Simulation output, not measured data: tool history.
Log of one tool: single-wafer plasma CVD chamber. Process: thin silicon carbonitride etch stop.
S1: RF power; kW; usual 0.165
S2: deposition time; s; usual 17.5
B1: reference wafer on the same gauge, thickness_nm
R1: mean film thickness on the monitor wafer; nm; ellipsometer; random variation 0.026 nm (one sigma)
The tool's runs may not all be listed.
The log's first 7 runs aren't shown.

Run 8, hour 333.8: usual settings; B1 7.658. Result: R1 9.045 nm.
Run 9, hour 398.6: usual settings but S2 16.4 s; B1 7.663. Result: R1 8.458 nm.
Run 10, hour 450.8: usual settings but S2 16.4 s; B1 7.659. Result: R1 8.497 nm.
Run 11, hour 497.6: usual settings but S1 0.18 kW, S2 16.1 s; B1 7.657. Result: R1 8.512 nm.
Run 12, hour 533.6: usual settings but S1 0.18 kW, S2 16.1 s; B1 7.662. Result: R1 8.52 nm.
Run 13, hour 582.5: usual settings but S1 0.18 kW, S2 16.1 s; B1 7.656. Result: R1 8.502 nm.
At hour 599.7: thermocouple changed; heater temperature recalibrated.
Run 14, hour 627.6: usual settings; B1 7.665. Result: R1 8.986 nm.
Run 15, hour 686.8: usual settings; B1 7.656. Result: R1 8.973 nm.
Run 16, hour 717.5: usual settings; B1 7.658. Result: R1 8.954 nm.
Run 17, hour 761.8: usual settings but S1 0.175 kW, S2 19 s; B1 7.656. Result: R1 9.896 nm.
Run 18, hour 833: usual settings but S1 0.18 kW, S2 20.2 s; B1 7.659. Result: R1 10.642 nm.
Run 19, hour 867.9: usual settings; B1 7.653. Result: R1 8.942 nm.
At hour 876: RF generator calibrated.
At hour 929.1: gauge calibrated.
Run 20, hour 982: usual settings but S1 0.185 kW, S2 16.4 s; B1 7.661. Result: R1 8.898 nm.
Run 21, hour 1051.2: usual settings; B1 7.662. Result: R1 9.166 nm.
Run 22, hour 1099.9: usual settings but S1 0.14 kW; B1 7.66. Result: R1 8.779 nm.
Run 23, hour 1127.1: usual settings; B1 7.664. Result: R1 9.231 nm.
Run 24, hour 1186.8: usual settings but S1 0.18 kW, S2 16.1 s; B1 7.665. Result: R1 8.726 nm.
Run 25, hour 1215.9: usual settings but S1 0.15 kW, S2 19.5 s; B1 7.659. Result: R1 9.964 nm.
Run 26, hour 1262: usual settings but S2 20.1 s; B1 7.66. Result: R1 10.633 nm.
At hour 1272.8: showerhead replaced.
Run 27, hour 1322.3: usual settings; B1 7.662. Result: R1 9.174 nm.
Run 28, hour 1356.9: usual settings but S1 0.195 kW; B1 7.661. Result: R1 9.627 nm.

Run 29 comes next. What will it give?
Run 29, hour 1390.7: usual settings but S1 0.145 kW, S2 16.2 s; B1 ?. Result: R1 ?.

{"run 29": {"B1": 7.659, "R1": 8.231}}
Without the tool's hidden state the same run would have given R1 8.249 nm.
